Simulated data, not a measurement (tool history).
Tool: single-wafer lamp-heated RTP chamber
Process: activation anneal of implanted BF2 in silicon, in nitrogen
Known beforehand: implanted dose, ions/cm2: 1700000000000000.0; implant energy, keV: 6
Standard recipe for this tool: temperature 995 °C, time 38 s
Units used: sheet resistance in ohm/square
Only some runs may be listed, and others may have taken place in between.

run     day  temperature  time  read-back reference wafer on the same gauge, sheet resistance  sheet resistance
  1   0.000          995    49                                                         220.17            202.34
  2   3.850          995    53                                                         219.90            194.70
  3   8.183          995    53                                                         219.71            196.55
     13.888  -- pyrometer window cleaned and pyrometer calibrated
  4  14.133          995    53                                                         220.34            195.20
  5  16.833          979    21                                                         219.97            326.69
  6  18.642          979    21                                                         220.14            327.31
  7  20.758          989    38                                                         220.09            236.09
  8  23.412          989    38                                                         220.10            236.50
  9  25.771          989    38                                                         220.10            235.52
 10  27.871          979    28                                                         219.52            298.72
     29.200  -- gauge calibrated
     29.496  -- reflector plate cleaned
 11  31.654          979    28                                                         219.90            307.45
 12  35.762          995    38                                                         220.11            221.04
 13  38.950          995    48                                                         220.05            201.54
     42.817  -- pyrometer window cleaned and pyrometer calibrated
 14  43.175          995    48                                                         220.31            201.66
 15  46.962          995    48                                                         219.99            202.08
 16  48.967         1006    38                                                         220.18            189.69
 17  50.500          972    19                                                         219.83            369.26
 18  54.812          983    38                                                         219.61            257.66
 19  57.446          973    25                                                         219.91            338.85
 20  60.617         1011    56                                                         220.03            159.36
 21  63.421          995    18                                                         219.85            279.00
 22  67.775          995    48                                                         220.26            199.93
 23  70.083          995    38                                                         219.93            217.32
     73.738  -- pyrometer window cleaned and pyrometer calibrated
 24  74.396         1011    31                                                         219.99            186.61
 25  76.408          966    38                                                         220.12            322.55
     78.154  -- reflector plate cleaned
 26  78.400         1010    51                                                         219.64            167.28
 27  81.562          986    28                                                         219.65            279.05
 28  83.646          995    38                                                         220.22            222.81
     83.958  -- gauge calibrated
 29  86.667         1006    51                                                         220.04            174.96
 30  88.921          995    38                                                         220.23            221.69
 31  92.417          982    31                                                         220.05            280.74
 32  96.462          995    53                                                         219.92            194.32

The same runs without the tool's hidden state, with the same run-to-run variation:
The tool's hidden condition here consists of: true wafer temperature minus pyrometer reading, K; wafer temperature error from the tarnished reflector plate, K; gauge reads high (%).
run  sheet resistance
  1            204.48
  2            197.16
  3            199.56
  4            198.91
  5            333.07
  6            334.06
  7            242.06
  8            242.90
  9            242.28
 10            307.06
 11            308.47
 12            222.43
 13            203.16
 14            203.83
 15            204.74
 16            192.27
 17            374.14
 18            262.57
 19            345.05
 20            161.88
 21            285.26
 22            205.21
 23            223.66
 24            191.76
 25            332.92
 26            167.69
 27            280.48
 28            224.31
 29            176.20
 30            223.95
 31            284.15
 32            197.07
